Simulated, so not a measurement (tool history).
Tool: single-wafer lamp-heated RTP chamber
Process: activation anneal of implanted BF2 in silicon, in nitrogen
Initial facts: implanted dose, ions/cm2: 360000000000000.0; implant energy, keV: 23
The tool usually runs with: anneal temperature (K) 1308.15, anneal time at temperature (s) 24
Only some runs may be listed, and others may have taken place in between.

run,hour,anneal temperature (K),anneal time at temperature (s),"read-back reference wafer on the same gauge, sheet resistance",sheet resistance of the implanted and annealed layer (ohm/square)
1,0,1308.15,24,357.97,349.14
2,108.5,1308.15,24,357.9,348.61
3,142.4,1308.15,24,358.1,348.21
4,180.1,1318.15,29,358.03,345.54
5,237.9,1318.15,29,357.92,343.95
# hour 257.7: pyrometer window cleaned and pyrometer calibrated
6,292.9,1308.15,24,357.92,348.74
7,339.9,1293.15,24,357.91,351.99
8,405.2,1293.15,24,358.05,352.49
9,472.6,1308.15,33,357.83,346.22
# hour 487.5: reflector plate cleaned
10,533,1333.15,16,358.17,349.88
11,581.4,1308.15,24,358.17,349.07
12,650.5,1318.15,13,358.05,351.9
# hour 662.1: gauge calibrated
13,682.7,1335.15,32,358.2,341.76
14,751.3,1308.15,24,357.97,349.27
15,801.3,1291.15,11,357.91,356
16,840,1337.15,35,358.06,339.44

Branching from run 16: 4 alternative next runs. What would each branch give?
A,840.4,1308.15,24,?,?
B,840.4,1308.15,14,?,?
C,840.4,1321.15,11,?,?
D,840.4,1308.15,13,?,?

run,"read-back reference wafer on the same gauge, sheet resistance",sheet resistance of the implanted and annealed layer (ohm/square)
A,357.97,348.68
B,357.97,352.86
C,357.97,353.04
D,357.97,353.35
Take away the tool's hidden state, keep each run's random variation, and the runs would have read:
run,sheet resistance of the implanted and annealed layer (ohm/square)
A,350.08
B,353.9
C,353.89
D,354.33

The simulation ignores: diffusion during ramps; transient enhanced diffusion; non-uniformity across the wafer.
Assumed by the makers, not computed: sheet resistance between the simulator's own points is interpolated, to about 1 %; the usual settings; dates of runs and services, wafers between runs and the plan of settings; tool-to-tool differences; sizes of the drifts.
